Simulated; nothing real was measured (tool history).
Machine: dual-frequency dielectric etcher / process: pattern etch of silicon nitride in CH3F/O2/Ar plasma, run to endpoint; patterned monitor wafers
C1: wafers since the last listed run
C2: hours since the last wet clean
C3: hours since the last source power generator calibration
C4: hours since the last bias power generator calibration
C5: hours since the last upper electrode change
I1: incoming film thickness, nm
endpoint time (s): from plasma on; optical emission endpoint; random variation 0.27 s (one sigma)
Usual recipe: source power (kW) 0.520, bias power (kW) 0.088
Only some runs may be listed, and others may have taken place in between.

run 1 hour=0.0 | source_power_(kW)=0.520 bias_power_(kW)=0.088 | C1=0 C2=508.0 C3=4253.6 C4=4730.4 C5=2921.8 | I1=29.44 | endpoint_time_(s)=34.0
-- hour=38.4 wet clean of the chamber
run 2 hour=40.5 | source_power_(kW)=0.520 bias_power_(kW)=0.088 | C1=209 C2=2.1 C3=4294.1 C4=4770.9 C5=2962.3 | I1=29.58 | endpoint_time_(s)=35.8
run 3 hour=112.3 | source_power_(kW)=0.520 bias_power_(kW)=0.088 | C1=912 C2=73.9 C3=4365.9 C4=4842.7 C5=3034.1 | I1=29.33 | endpoint_time_(s)=35.3
run 4 hour=156.2 | source_power_(kW)=0.520 bias_power_(kW)=0.088 | C1=558 C2=117.8 C3=4409.8 C4=4886.6 C5=3078.0 | I1=29.53 | endpoint_time_(s)=35.7
run 5 hour=208.8 | source_power_(kW)=0.520 bias_power_(kW)=0.088 | C1=668 C2=170.4 C3=4462.4 C4=4939.2 C5=3130.6 | I1=29.37 | endpoint_time_(s)=35.0
run 6 hour=257.3 | source_power_(kW)=0.520 bias_power_(kW)=0.088 | C1=616 C2=218.9 C3=4510.9 C4=4987.7 C5=3179.1 | I1=29.55 | endpoint_time_(s)=35.6
run 7 hour=333.6 | source_power_(kW)=0.520 bias_power_(kW)=0.088 | C1=970 C2=295.2 C3=4587.2 C4=5064.0 C5=3255.4 | I1=29.35 | endpoint_time_(s)=34.7
-- hour=358.4 source power generator calibrated
run 8 hour=400.3 | source_power_(kW)=0.520 bias_power_(kW)=0.088 | C1=797 C2=361.9 C3=41.9 C4=5130.7 C5=3322.1 | I1=29.35 | endpoint_time_(s)=35.0
-- hour=439.5 bias power generator calibrated
run 9 hour=464.6 | source_power_(kW)=0.520 bias_power_(kW)=0.088 | C1=766 C2=426.2 C3=106.2 C4=25.1 C5=3386.4 | I1=29.22 | endpoint_time_(s)=34.9
run 10 hour=494.6 | source_power_(kW)=0.520 bias_power_(kW)=0.102 | C1=381 C2=456.2 C3=136.2 C4=55.1 C5=3416.4 | I1=29.29 | endpoint_time_(s)=32.6
run 11 hour=556.4 | source_power_(kW)=0.520 bias_power_(kW)=0.102 | C1=785 C2=518.0 C3=198.0 C4=116.9 C5=3478.2 | I1=29.72 | endpoint_time_(s)=33.3
run 12 hour=584.7 | source_power_(kW)=0.520 bias_power_(kW)=0.102 | C1=359 C2=546.3 C3=226.3 C4=145.2 C5=3506.5 | I1=29.25 | endpoint_time_(s)=32.0
-- hour=625.1 wet clean of the chamber
run 13 hour=632.8 | source_power_(kW)=0.520 bias_power_(kW)=0.088 | C1=306 C2=7.7 C3=274.4 C4=193.3 C5=3554.6 | I1=29.27 | endpoint_time_(s)=35.6
run 14 hour=684.4 | source_power_(kW)=0.630 bias_power_(kW)=0.088 | C1=656 C2=59.3 C3=326.0 C4=244.9 C5=3606.2 | I1=29.43 | endpoint_time_(s)=32.9
run 15 hour=715.2 | source_power_(kW)=0.550 bias_power_(kW)=0.071 | C1=391 C2=90.1 C3=356.8 C4=275.7 C5=3637.0 | I1=29.55 | endpoint_time_(s)=37.7
run 16 hour=754.0 | source_power_(kW)=0.520 bias_power_(kW)=0.088 | C1=493 C2=128.9 C3=395.6 C4=314.5 C5=3675.8 | I1=29.55 | endpoint_time_(s)=35.5
run 17 hour=824.1 | source_power_(kW)=0.420 bias_power_(kW)=0.070 | C1=891 C2=199.0 C3=465.7 C4=384.6 C5=3745.9 | I1=29.44 | endpoint_time_(s)=42.0
run 18 hour=860.9 | source_power_(kW)=0.480 bias_power_(kW)=0.074 | C1=467 C2=235.8 C3=502.5 C4=421.4 C5=3782.7 | I1=29.41 | endpoint_time_(s)=38.7

Run 19 comes next. What will it give?
run 19 hour=916.0 | source_power_(kW)=0.520 bias_power_(kW)=0.088 | C1=700 C2=290.9 C3=557.6 C4=476.5 C5=3837.8 | I1=29.24 | endpoint_time_(s)=?

{"run 19": {"endpoint time (s)": 34.6}}
With the hidden condition absent and the run-to-run variation left alone, this run would have shown endpoint time (s) 35.5.

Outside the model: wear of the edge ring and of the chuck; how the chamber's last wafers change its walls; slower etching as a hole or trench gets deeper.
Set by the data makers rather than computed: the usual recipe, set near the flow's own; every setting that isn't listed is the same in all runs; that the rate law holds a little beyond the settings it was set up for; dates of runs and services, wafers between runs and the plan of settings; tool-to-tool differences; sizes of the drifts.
